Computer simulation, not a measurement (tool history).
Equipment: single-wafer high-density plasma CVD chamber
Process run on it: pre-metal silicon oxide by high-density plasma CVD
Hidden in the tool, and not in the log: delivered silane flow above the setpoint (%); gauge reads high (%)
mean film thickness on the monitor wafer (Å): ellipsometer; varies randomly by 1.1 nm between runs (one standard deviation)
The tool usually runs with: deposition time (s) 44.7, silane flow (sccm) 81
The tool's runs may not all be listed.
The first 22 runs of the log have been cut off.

| run | day | deposition time (s) | silane flow (sccm) | wafers since the last listed run | hours since the silane flow controller was replaced | hours since the gauge calibration | read-back reference wafer on the same gauge, thickness_nm | mean film thickness on the monitor wafer (Å) |
|---|---|---|---|---|---|---|---|---|
| 23 | 48.729 | 51.4 | 90 | 570 | 588.4 | 144.6 | 408.916 | 4618.86 |
| 24 | 50.512 | 52 | 91 | 775 | 631.2 | 187.4 | 409.08 | 4720.97 |
| 25 | 52.208 | 44.7 | 88 | 737 | 671.9 | 228.1 | 408.829 | 3910.48 |
| 26 | 54.692 | 37.7 | 70 | 1079 | 731.5 | 287.7 | 409.119 | 2633.21 |
| 27 | 55.912 | 38.3 | 67 | 530 | 760.8 | 317 | 408.929 | 2544.61 |
| 28 | 57.083 | 41.1 | 81 | 509 | 788.9 | 345.1 | 409.23 | 3310.86 |
| 29 | 58.554 | 47.1 | 81 | 639 | 824.2 | 380.4 | 409.05 | 3805.39 |
| 30 | 61.038 | 38 | 93 | 1079 | 883.8 | 440 | 408.87 | 3503.09 |

What if the next run were any one of these 4? Each begins from the tool's condition after run 30:
| A | 61.054 | 47.3 | 81 | 7 | 884.2 | 440.4 | ? | ? |
| B | 61.054 | 42.2 | 65 | 7 | 884.2 | 440.4 | ? | ? |
| C | 61.054 | 44.7 | 91 | 7 | 884.2 | 440.4 | ? | ? |
| D | 61.054 | 50.6 | 87 | 7 | 884.2 | 440.4 | ? | ? |

| run | read-back reference wafer on the same gauge, thickness_nm | mean film thickness on the monitor wafer (Å) |
|---|---|---|
| A | 409.132 | 3793.22 |
| B | 409.132 | 2715.73 |
| C | 409.132 | 4027.27 |
| D | 409.132 | 4358.44 |
The same runs, with their run-to-run variation unchanged, on a tool lacking any hidden condition would have given:
| run | mean film thickness on the monitor wafer (Å) |
|---|---|
| A | 3911.74 |
| B | 2800.59 |
| C | 4153.11 |
| D | 4494.63 |
